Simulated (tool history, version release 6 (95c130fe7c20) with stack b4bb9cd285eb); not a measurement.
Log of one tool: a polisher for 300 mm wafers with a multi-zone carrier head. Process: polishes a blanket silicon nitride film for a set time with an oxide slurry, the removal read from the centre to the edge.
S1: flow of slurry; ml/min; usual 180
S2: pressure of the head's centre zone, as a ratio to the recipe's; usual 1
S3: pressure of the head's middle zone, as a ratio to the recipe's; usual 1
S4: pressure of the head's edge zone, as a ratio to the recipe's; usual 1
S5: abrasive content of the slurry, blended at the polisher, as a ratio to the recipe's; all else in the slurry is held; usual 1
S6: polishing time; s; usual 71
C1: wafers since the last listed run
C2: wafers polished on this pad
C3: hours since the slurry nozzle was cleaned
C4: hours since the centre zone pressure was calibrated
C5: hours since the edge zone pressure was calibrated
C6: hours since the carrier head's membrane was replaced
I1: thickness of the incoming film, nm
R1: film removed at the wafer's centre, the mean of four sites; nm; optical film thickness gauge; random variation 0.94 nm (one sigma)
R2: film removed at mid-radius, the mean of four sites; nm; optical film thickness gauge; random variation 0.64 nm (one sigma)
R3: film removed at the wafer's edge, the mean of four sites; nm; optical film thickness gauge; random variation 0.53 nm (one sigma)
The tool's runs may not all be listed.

Run 1, day 0: usual settings but S1 160 ml/min; C1 0; C2 1211; C3 205.3; C4 38.2; C5 221.7; C6 1252.9; I1 520.4. Result: R1 62.9 nm, R2 62 nm, R3 63.5 nm.
Run 2, day 3.596: usual settings but S1 160 ml/min; C1 739; C2 1951; C3 291.6; C4 124.5; C5 308; C6 1339.2; I1 525.6. Result: R1 62 nm, R2 62.4 nm, R3 62.4 nm.
Run 3, day 6.183: usual settings but S1 160 ml/min; C1 532; C2 2483; C3 353.7; C4 186.6; C5 370.1; C6 1401.3; I1 517.3. Result: R1 61.9 nm, R2 61.5 nm, R3 62.5 nm.
At day 7.525: worn pad replaced by a new one.
Run 4, day 8.092: usual settings; C1 358; C2 116; C3 399.5; C4 232.4; C5 415.9; C6 1447.1; I1 521.4. Result: R1 63.6 nm, R2 62.5 nm, R3 64.9 nm.
Run 5, day 11.138: usual settings; C1 626; C2 742; C3 472.6; C4 305.5; C5 489; C6 1520.2; I1 530.8. Result: R1 64.6 nm, R2 63.7 nm, R3 63.8 nm.
Run 6, day 15.575: usual settings; C1 912; C2 1655; C3 579.1; C4 412; C5 595.5; C6 1626.7; I1 511.1. Result: R1 62.7 nm, R2 62.3 nm, R3 63.5 nm.
Run 7, day 20.05: usual settings; C1 920; C2 2575; C3 686.5; C4 519.4; C5 702.9; C6 1734.1; I1 514.9. Result: R1 64.6 nm, R2 62.5 nm, R3 64.5 nm.
At day 20.138: slurry nozzle cleaned.
At day 20.488: worn pad replaced by a new one.
Run 8, day 23.704: usual settings; C1 708; C2 661; C3 85.6; C4 607.1; C5 790.6; C6 1821.8; I1 508.8. Result: R1 63.7 nm, R2 64.7 nm, R3 62.9 nm.
At day 25.054: carrier head's membrane replaced by a new one.
Run 9, day 26.646: usual settings but S2 1.05; C1 562; C2 1223; C3 156.2; C4 677.7; C5 861.2; C6 38.2; I1 524.2. Result: R1 68.8 nm, R2 65 nm, R3 63.9 nm.
Run 10, day 28.504: usual settings but S1 220 ml/min, S5 1.25; C1 382; C2 1605; C3 200.8; C4 722.3; C5 905.8; C6 82.8; I1 526.4. Result: R1 73.6 nm, R2 74.2 nm, R3 72.7 nm.
At day 31.483: worn pad replaced by a new one.
Run 11, day 31.725: usual settings but S1 160 ml/min; C1 628; C2 49; C3 278.1; C4 799.6; C5 983.1; C6 160.1; I1 522.3. Result: R1 60.7 nm, R2 62.6 nm, R3 62.9 nm.
Run 12, day 35.512: usual settings but S6 48 s; C1 778; C2 828; C3 369; C4 890.5; C5 1074; C6 251; I1 520.6. Result: R1 42.7 nm, R2 43 nm, R3 43 nm.
Run 13, day 38.779: usual settings; C1 671; C2 1500; C3 447.4; C4 968.9; C5 1152.4; C6 329.4; I1 523.5. Result: R1 65.6 nm, R2 64 nm, R3 64.4 nm.
Run 14, day 41.633: usual settings but S1 130 ml/min; C1 586; C2 2087; C3 515.9; C4 1037.4; C5 1220.9; C6 397.9; I1 526.4. Result: R1 59.7 nm, R2 59.2 nm, R3 61.9 nm.
At day 42.575: centre zone pressure recalibrated.
Run 15, day 44.517: usual settings but S2 1.05, S3 1.08, S6 91 s; C1 575; C2 2663; C3 585.1; C4 46.6; C5 1290.1; C6 467.1; I1 520.5. Result: R1 88.7 nm, R2 85.6 nm, R3 81.7 nm.
At day 45.333: worn pad replaced by a new one.
At day 47.546: edge zone pressure recalibrated.
Run 16, day 51.917: usual settings but S2 1.06, S3 1.04; C1 1470; C2 1337; C3 762.7; C4 224.2; C5 104.9; C6 644.7; I1 513.4. Result: R1 66.9 nm, R2 65.8 nm, R3 64.9 nm.
At day 54.117: slurry nozzle cleaned.
Run 17, day 54.438: usual settings but S2 1.09; C1 509; C2 1846; C3 7.7; C4 284.7; C5 165.4; C6 705.2; I1 522.7. Result: R1 68.5 nm, R2 63.1 nm, R3 63.5 nm.
At day 55.858: worn pad replaced by a new one.
Run 18, day 58.842: usual settings; C1 871; C2 613; C3 113.4; C4 390.4; C5 271.1; C6 810.9; I1 510.3. Result: R1 63.2 nm, R2 63.8 nm, R3 63.8 nm.
Run 19, day 61.729: usual settings but S3 1.03, S4 0.92, S5 0.8, S6 53 s; C1 593; C2 1206; C3 182.7; C4 459.7; C5 340.4; C6 880.2; I1 528. Result: R1 41 nm, R2 43.4 nm, R3 40.9 nm.

Forecast each of these 5 alternatives for the next run:
Run A, day 61.746: usual settings but S2 0.92; C1 3; C2 1210; C3 183.1; C4 460.1; C5 340.8; C6 880.6; I1 516.8. Result: R1 ?, R2 ?, R3 ?.
Run B, day 61.746: usual settings but S1 210 ml/min, S2 1.08, S6 82 s; C1 3; C2 1210; C3 183.1; C4 460.1; C5 340.8; C6 880.6; I1 516.8. Result: R1 ?, R2 ?, R3 ?.
Run C, day 61.746: usual settings but S1 240 ml/min, S2 1.11, S4 1.12, S5 0.85; C1 3; C2 1210; C3 183.1; C4 460.1; C5 340.8; C6 880.6; I1 516.8. Result: R1 ?, R2 ?, R3 ?.
Run D, day 61.746: usual settings but S4 1.03, S5 0.75; C1 3; C2 1210; C3 183.1; C4 460.1; C5 340.8; C6 880.6; I1 516.8. Result: R1 ?, R2 ?, R3 ?.
Run E, day 61.746: usual settings but S1 120 ml/min, S2 1.05; C1 3; C2 1210; C3 183.1; C4 460.1; C5 340.8; C6 880.6; I1 516.8. Result: R1 ?, R2 ?, R3 ?.

run    R1    R2    R3
  A  58.2  63.5  63.6
  B  80.8  74.8  74.6
  C  67.1  60.2  62.1
  D  53.8  53.9  54.6
  E  61.5  59.2  60.6
Without the tool's hidden state the same runs would have given:
run    R1    R2    R3
  A  58.2  63.5  63.6
  B  80.8  74.8  74.6
  C  67.1  60.2  62.1
  D  53.8  53.9  54.6
  E  61.5  59.2  60.6
